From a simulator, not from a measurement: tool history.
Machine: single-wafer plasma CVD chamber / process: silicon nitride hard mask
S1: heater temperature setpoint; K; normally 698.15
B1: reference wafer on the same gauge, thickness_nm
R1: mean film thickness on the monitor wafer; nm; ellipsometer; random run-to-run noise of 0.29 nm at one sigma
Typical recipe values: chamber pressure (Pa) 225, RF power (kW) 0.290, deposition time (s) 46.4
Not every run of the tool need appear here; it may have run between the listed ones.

run 1 hour=0.0 | S1=698.15 chamber_pressure_(Pa)=184 RF_power_(kW)=0.290 deposition_time_(s)=46.4 | B1=69.043 | R1=53.692
run 2 hour=44.1 | S1=698.15 chamber_pressure_(Pa)=225 RF_power_(kW)=0.290 deposition_time_(s)=52.8 | B1=68.982 | R1=63.710
run 3 hour=82.7 | S1=698.15 chamber_pressure_(Pa)=225 RF_power_(kW)=0.290 deposition_time_(s)=52.8 | B1=68.979 | R1=64.006
run 4 hour=118.9 | S1=698.15 chamber_pressure_(Pa)=225 RF_power_(kW)=0.290 deposition_time_(s)=46.4 | B1=68.827 | R1=56.624
run 5 hour=190.7 | S1=698.15 chamber_pressure_(Pa)=225 RF_power_(kW)=0.290 deposition_time_(s)=46.4 | B1=69.081 | R1=56.085
run 6 hour=221.2 | S1=698.15 chamber_pressure_(Pa)=225 RF_power_(kW)=0.290 deposition_time_(s)=46.4 | B1=69.207 | R1=56.456
run 7 hour=269.9 | S1=698.15 chamber_pressure_(Pa)=225 RF_power_(kW)=0.330 deposition_time_(s)=46.4 | B1=69.027 | R1=59.731
run 8 hour=309.6 | S1=698.15 chamber_pressure_(Pa)=225 RF_power_(kW)=0.330 deposition_time_(s)=46.4 | B1=69.002 | R1=59.390
run 9 hour=358.4 | S1=698.15 chamber_pressure_(Pa)=225 RF_power_(kW)=0.330 deposition_time_(s)=46.4 | B1=68.837 | R1=59.434
run 10 hour=409.5 | S1=698.15 chamber_pressure_(Pa)=225 RF_power_(kW)=0.290 deposition_time_(s)=51.4 | B1=68.989 | R1=61.825
-- hour=456.3 capacitance manometer re-zeroed and calibrated
run 11 hour=456.8 | S1=698.15 chamber_pressure_(Pa)=225 RF_power_(kW)=0.290 deposition_time_(s)=51.4 | B1=68.967 | R1=62.008
run 12 hour=517.4 | S1=702.15 chamber_pressure_(Pa)=225 RF_power_(kW)=0.290 deposition_time_(s)=46.4 | B1=69.048 | R1=55.141
run 13 hour=545.8 | S1=706.15 chamber_pressure_(Pa)=225 RF_power_(kW)=0.290 deposition_time_(s)=41.0 | B1=68.961 | R1=48.669
run 14 hour=581.5 | S1=689.15 chamber_pressure_(Pa)=276 RF_power_(kW)=0.245 deposition_time_(s)=40.4 | B1=68.807 | R1=45.969
-- hour=603.9 gauge calibrated
run 15 hour=640.2 | S1=698.15 chamber_pressure_(Pa)=225 RF_power_(kW)=0.290 deposition_time_(s)=46.4 | B1=69.025 | R1=54.951
run 16 hour=678.5 | S1=707.15 chamber_pressure_(Pa)=225 RF_power_(kW)=0.340 deposition_time_(s)=46.4 | B1=69.024 | R1=59.410
run 17 hour=733.9 | S1=698.15 chamber_pressure_(Pa)=184 RF_power_(kW)=0.290 deposition_time_(s)=46.4 | B1=69.086 | R1=52.584
-- hour=751.2 thermocouple changed; heater temperature recalibrated
run 18 hour=800.7 | S1=698.15 chamber_pressure_(Pa)=225 RF_power_(kW)=0.290 deposition_time_(s)=46.4 | B1=69.120 | R1=54.911
-- hour=855.8 RF generator calibrated
run 19 hour=1005.8 | S1=698.15 chamber_pressure_(Pa)=225 RF_power_(kW)=0.290 deposition_time_(s)=46.4 | B1=69.085 | R1=57.408
-- hour=1041.6 showerhead replaced
run 20 hour=1044.5 | S1=709.15 chamber_pressure_(Pa)=225 RF_power_(kW)=0.290 deposition_time_(s)=46.4 | B1=69.041 | R1=57.459
run 21 hour=1097.7 | S1=704.15 chamber_pressure_(Pa)=208 RF_power_(kW)=0.320 deposition_time_(s)=52.2 | B1=68.943 | R1=66.387
run 22 hour=1149.6 | S1=698.15 chamber_pressure_(Pa)=225 RF_power_(kW)=0.290 deposition_time_(s)=46.4 | B1=69.137 | R1=57.856
run 23 hour=1203.0 | S1=698.15 chamber_pressure_(Pa)=225 RF_power_(kW)=0.340 deposition_time_(s)=46.4 | B1=68.974 | R1=62.211
run 24 hour=1236.7 | S1=698.15 chamber_pressure_(Pa)=225 RF_power_(kW)=0.290 deposition_time_(s)=46.4 | B1=69.053 | R1=57.168
run 25 hour=1284.9 | S1=698.15 chamber_pressure_(Pa)=225 RF_power_(kW)=0.310 deposition_time_(s)=46.4 | B1=69.009 | R1=59.671
run 26 hour=1321.0 | S1=698.15 chamber_pressure_(Pa)=225 RF_power_(kW)=0.290 deposition_time_(s)=50.2 | B1=69.058 | R1=62.108
run 27 hour=1387.7 | S1=693.15 chamber_pressure_(Pa)=209 RF_power_(kW)=0.290 deposition_time_(s)=46.4 | B1=68.894 | R1=56.946
run 28 hour=1440.8 | S1=686.15 chamber_pressure_(Pa)=225 RF_power_(kW)=0.345 deposition_time_(s)=41.4 | B1=69.010 | R1=56.166
run 29 hour=1502.7 | S1=690.15 chamber_pressure_(Pa)=244 RF_power_(kW)=0.290 deposition_time_(s)=46.4 | B1=68.914 | R1=58.523

Give the tool's hidden conditions for every run:
wafer temperature above the value expected at the setpoint (K): 0 on each run
true pressure above the setpoint (%): 0 on each run
gauge reads high (%): 0 on each run
H1: delivered RF power above the setpoint (%)
run=1 H1=-6.29
run=2 H1=-6.53
run=3 H1=-6.75
run=4 H1=-6.95
run=5 H1=-7.37
run=6 H1=-7.55
run=7 H1=-7.85
run=8 H1=-8.09
run=9 H1=-8.4
run=10 H1=-8.74
run=11 H1=-9.05
run=12 H1=-9.47
run=13 H1=-9.67
run=14 H1=-9.92
run=15 H1=-10.3
run=16 H1=-10.6
run=17 H1=-11
run=18 H1=-11.6
run=19 H1=-1.12
run=20 H1=-1.14
run=21 H1=-1.18
run=22 H1=-1.22
run=23 H1=-1.28
run=24 H1=-1.31
run=25 H1=-1.37
run=26 H1=-1.42
run=27 H1=-1.53
run=28 H1=-1.62
run=29 H1=-1.74
